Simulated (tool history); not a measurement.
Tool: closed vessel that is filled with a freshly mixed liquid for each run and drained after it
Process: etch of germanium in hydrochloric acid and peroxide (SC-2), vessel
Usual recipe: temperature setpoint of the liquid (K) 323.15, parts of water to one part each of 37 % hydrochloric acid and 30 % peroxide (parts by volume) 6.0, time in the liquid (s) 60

| run | hour | temperature setpoint of the liquid (K) | parts of water to one part each of 37 % hydrochloric acid and 30 % peroxide (parts by volume) | time in the liquid (s) | wafers since the last listed run | hours since the thermometer was replaced | hours since the chemicals flow meter was replaced | hours since the drum of peroxide was connected | hours since the gauge calibration | read-back film thickness of the germanium reference wafer, read on the same gauge (nm) | thickness taken off the germanium on a monitor wafer (Å) |
|---|---|---|---|---|---|---|---|---|---|---|---|
| 1 | 0.0 | 323.15 | 6.0 | 70 | 0 | 242.6 | 1026.4 | 542.1 | 702.6 | 140.01 | 1836.6 |
| 2 | 44.3 | 323.15 | 6.0 | 60 | 4790 | 286.9 | 1070.7 | 586.4 | 746.9 | 140.01 | 1569.6 |
| 3 | 146.8 | 323.15 | 6.0 | 60 | 11083 | 389.4 | 1173.2 | 688.9 | 849.4 | 139.97 | 1563.5 |
|  | 276.7 | new drum of peroxide connected |
|  | 363.8 | thermometer replaced |
| 4 | 453.8 | 320.65 | 6.0 | 45 | 32979 | 90.0 | 1480.2 | 177.1 | 1156.4 | 140.00 | 1095.5 |
| 5 | 515.8 | 320.65 | 6.0 | 45 | 6703 | 152.0 | 1542.2 | 239.1 | 1218.4 | 140.01 | 1087.6 |
| 6 | 594.9 | 323.15 | 6.0 | 60 | 8552 | 231.1 | 1621.3 | 318.2 | 1297.5 | 139.98 | 1572.9 |
|  | 604.1 | chemicals flow meter replaced |
|  | 634.4 | gauge calibrated |
| 7 | 701.4 | 323.15 | 6.0 | 60 | 11407 | 337.6 | 97.3 | 424.7 | 67.0 | 140.00 | 1570.3 |
| 8 | 752.0 | 323.15 | 6.0 | 60 | 5471 | 388.2 | 147.9 | 475.3 | 117.6 | 140.00 | 1570.6 |
| 9 | 826.8 | 317.15 | 8.0 | 85 | 8088 | 463.0 | 222.7 | 550.1 | 192.4 | 140.00 | 1797.7 |
| 10 | 912.9 | 323.15 | 4.5 | 60 | 9309 | 549.1 | 308.8 | 636.2 | 278.5 | 140.02 | 1573.3 |
|  | 999.4 | thermometer replaced |
| 11 | 1002.4 | 329.15 | 4.0 | 50 | 9569 | 3.0 | 398.3 | 725.7 | 368.0 | 139.99 | 1613.0 |
| 12 | 1096.6 | 323.15 | 6.0 | 60 | 10185 | 97.2 | 492.5 | 819.9 | 462.2 | 140.00 | 1585.0 |
|  | 1112.3 | new drum of peroxide connected |
| 13 | 1201.8 | 323.15 | 6.0 | 60 | 11267 | 202.4 | 597.7 | 89.5 | 567.4 | 140.01 | 1579.9 |
| 14 | 1254.0 | 323.15 | 6.0 | 95 | 5644 | 254.6 | 649.9 | 141.7 | 619.6 | 140.01 | 2489.7 |
| 15 | 1307.3 | 323.15 | 6.0 | 60 | 5763 | 307.9 | 703.2 | 195.0 | 672.9 | 139.98 | 1573.2 |
| 16 | 1473.0 | 326.15 | 4.0 | 35 | 17916 | 473.6 | 868.9 | 360.7 | 838.6 | 140.01 | 1012.3 |
| 17 | 1571.5 | 331.15 | 5.0 | 85 | 10650 | 572.1 | 967.4 | 459.2 | 937.1 | 139.99 | 2867.3 |

What was the tool's hidden state at every run in the log?
chemicals flow below the setpoint (%): 0, the same for each run
peroxide weaker than its label (%): 0, the same for each run
gauge reads high (%): 0, the same for each run
H1: liquid colder than its thermometer reads (K)
| run | H1 |
|---|---|
| 1 | 0.283 |
| 2 | 0.321 |
| 3 | 0.41 |
| 4 | 0.111 |
| 5 | 0.164 |
| 6 | 0.232 |
| 7 | 0.324 |
| 8 | 0.368 |
| 9 | 0.432 |
| 10 | 0.507 |
| 11 | 0.0424 |
| 12 | 0.124 |
| 13 | 0.214 |
| 14 | 0.259 |
| 15 | 0.305 |
| 16 | 0.448 |
| 17 | 0.533 |
